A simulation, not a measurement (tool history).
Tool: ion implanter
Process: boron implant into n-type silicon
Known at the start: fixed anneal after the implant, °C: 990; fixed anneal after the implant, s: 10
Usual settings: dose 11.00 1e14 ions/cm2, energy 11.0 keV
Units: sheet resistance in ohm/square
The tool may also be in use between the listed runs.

run,day,dose,energy,"read-back reference wafer on the same gauge, sheet resistance",sheet resistance
1,0.000,11.00,11.0,144.13,123.65
2,0.567,11.00,12.0,143.99,120.60
3,1.288,13.47,13.5,143.94,105.30
4,1.925,13.47,13.5,144.02,105.02
5,2.825,11.00,11.0,143.98,123.76
6,3.838,11.00,11.0,144.01,123.49
7,4.400,11.00,10.0,144.02,126.66
8,5.046,11.00,10.0,144.10,126.81
9,6.188,11.00,10.0,143.95,126.66
10,7.446,11.00,11.0,144.02,123.63
11,7.996,9.14,11.0,144.06,136.75
12,9.262,9.14,11.0,144.03,136.42
13,11.346,11.00,8.0,143.90,136.33
14,12.817,11.00,11.0,144.06,122.64
15,14.054,11.00,11.0,143.91,122.56
16,15.146,12.48,14.0,143.92,107.26
17,15.962,9.55,9.5,144.01,137.63
18,19.767,11.96,12.0,144.04,114.27
19,20.958,8.52,7.5,143.96,154.87
20,21.883,9.21,13.0,144.05,130.38
# day 23.271: extraction supply calibrated
21,25.679,11.00,9.0,143.98,129.61
22,26.454,8.21,9.0,143.86,149.96
# day 27.142: Faraday cup replaced and dose calibrated
23,27.312,11.00,11.0,143.90,124.55
# day 28.121: gauge calibrated
24,28.692,13.19,9.5,144.04,119.92
25,29.308,13.29,11.0,143.99,113.18
26,29.929,9.23,12.0,144.06,135.07
27,30.662,7.77,11.0,144.04,154.34
28,31.971,11.00,14.0,143.82,116.59
29,32.821,11.97,9.5,143.99,124.61
30,33.688,11.00,11.0,144.03,124.29
31,34.271,9.41,13.5,144.16,130.84
32,35.717,11.00,11.0,144.08,124.00

4 ways to go on from here, each from the tool as it stands after run 32. What would each give?
A,35.733,10.15,11.0,?,?
B,35.733,13.22,14.0,?,?
C,35.733,8.35,14.5,?,?
D,35.733,9.15,11.0,?,?

run,"read-back reference wafer on the same gauge, sheet resistance",sheet resistance
A,143.99,129.79
B,143.99,105.51
C,143.99,140.84
D,143.99,137.97
Without the tool's hidden state the same runs would have given:
run,sheet resistance
A,129.99
B,105.66
C,141.12
D,138.20
